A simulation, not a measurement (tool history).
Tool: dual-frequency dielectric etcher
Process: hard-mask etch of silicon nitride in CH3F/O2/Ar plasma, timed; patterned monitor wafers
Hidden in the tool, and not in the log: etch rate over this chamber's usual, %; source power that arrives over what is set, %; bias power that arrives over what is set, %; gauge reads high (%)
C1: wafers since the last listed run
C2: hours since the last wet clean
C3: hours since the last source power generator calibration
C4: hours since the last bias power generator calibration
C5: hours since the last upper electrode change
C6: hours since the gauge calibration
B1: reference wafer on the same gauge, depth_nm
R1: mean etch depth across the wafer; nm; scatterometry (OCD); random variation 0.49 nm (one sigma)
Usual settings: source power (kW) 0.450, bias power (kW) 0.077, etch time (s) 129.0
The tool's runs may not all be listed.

Run 1, hour 0.0: usual settings but bias power (kW) 0.087; C1 0; C2 530.7; C3 1859.9; C4 3114.0; C5 3898.4; C6 249.1; B1 90.6. Result: R1 92.3 nm.
Run 2, hour 96.2: usual settings but bias power (kW) 0.087; C1 735; C2 626.9; C3 1956.1; C4 3210.2; C5 3994.6; C6 345.3; B1 90.9. Result: R1 92.7 nm.
At hour 161.9: wet clean of the chamber.
Run 3, hour 399.3: usual settings but bias power (kW) 0.087; C1 2134; C2 237.4; C3 2259.2; C4 3513.3; C5 4297.7; C6 648.4; B1 91.0. Result: R1 93.9 nm.
At hour 450.2: bias power generator calibrated.
Run 4, hour 455.3: usual settings but source power (kW) 0.490; C1 397; C2 293.4; C3 2315.2; C4 5.1; C5 4353.7; C6 704.4; B1 90.8. Result: R1 93.0 nm.
Run 5, hour 514.2: usual settings but source power (kW) 0.490; C1 450; C2 352.3; C3 2374.1; C4 64.0; C5 4412.6; C6 763.3; B1 90.7. Result: R1 92.7 nm.
Run 6, hour 569.1: usual settings; C1 419; C2 407.2; C3 2429.0; C4 118.9; C5 4467.5; C6 818.2; B1 90.8. Result: R1 89.3 nm.
At hour 607.0: upper electrode replaced.
Run 7, hour 607.5: usual settings but etch time (s) 147.5; C1 110; C2 445.6; C3 2467.4; C4 157.3; C5 0.5; C6 856.6; B1 91.0. Result: R1 101.3 nm.
Run 8, hour 649.9: usual settings but source power (kW) 0.360, bias power (kW) 0.069; C1 324; C2 488.0; C3 2509.8; C4 199.7; C5 42.9; C6 899.0; B1 90.9. Result: R1 77.8 nm.
Run 9, hour 715.5: usual settings; C1 501; C2 553.6; C3 2575.4; C4 265.3; C5 108.5; C6 964.6; B1 91.0. Result: R1 88.1 nm.
At hour 861.1: gauge calibrated.
At hour 869.0: wet clean of the chamber.
Run 10, hour 939.2: usual settings but source power (kW) 0.340, etch time (s) 153.5; C1 1527; C2 70.2; C3 2799.1; C4 489.0; C5 332.2; C6 78.1; B1 90.8. Result: R1 96.6 nm.
At hour 950.5: source power generator calibrated.
Run 11, hour 984.3: usual settings but source power (kW) 0.350, bias power (kW) 0.062, etch time (s) 103.0; C1 314; C2 115.3; C3 33.8; C4 534.1; C5 377.3; C6 123.2; B1 91.0. Result: R1 60.2 nm.
Run 12, hour 1064.1: usual settings but etch time (s) 104.0; C1 610; C2 195.1; C3 113.6; C4 613.9; C5 457.1; C6 203.0; B1 91.0. Result: R1 73.1 nm.
Run 13, hour 1169.0: usual settings but source power (kW) 0.490, bias power (kW) 0.085, etch time (s) 114.5; C1 802; C2 300.0; C3 218.5; C4 718.8; C5 562.0; C6 307.9; B1 90.7. Result: R1 85.2 nm.
Run 14, hour 1231.4: usual settings but bias power (kW) 0.087; C1 477; C2 362.4; C3 280.9; C4 781.2; C5 624.4; C6 370.3; B1 90.9. Result: R1 93.3 nm.

3 ways to go on from here, each from the tool as it stands after run 14. What would each give?
Run A, hour 1231.9: usual settings; C1 3; C2 362.9; C3 281.4; C4 781.7; C5 624.9; C6 370.8; B1 ?. Result: R1 ?.
Run B, hour 1231.9: usual settings but source power (kW) 0.340, bias power (kW) 0.083; C1 3; C2 362.9; C3 281.4; C4 781.7; C5 624.9; C6 370.8; B1 ?. Result: R1 ?.
Run C, hour 1231.9: usual settings but etch time (s) 96.0; C1 3; C2 362.9; C3 281.4; C4 781.7; C5 624.9; C6 370.8; B1 ?. Result: R1 ?.

run    B1    R1
  A  90.8  88.9
  B  90.8  82.2
  C  90.8  66.1
Without the tool's hidden state the same runs would have given:
run    R1
  A  90.8
  B  84.0
  C  67.6
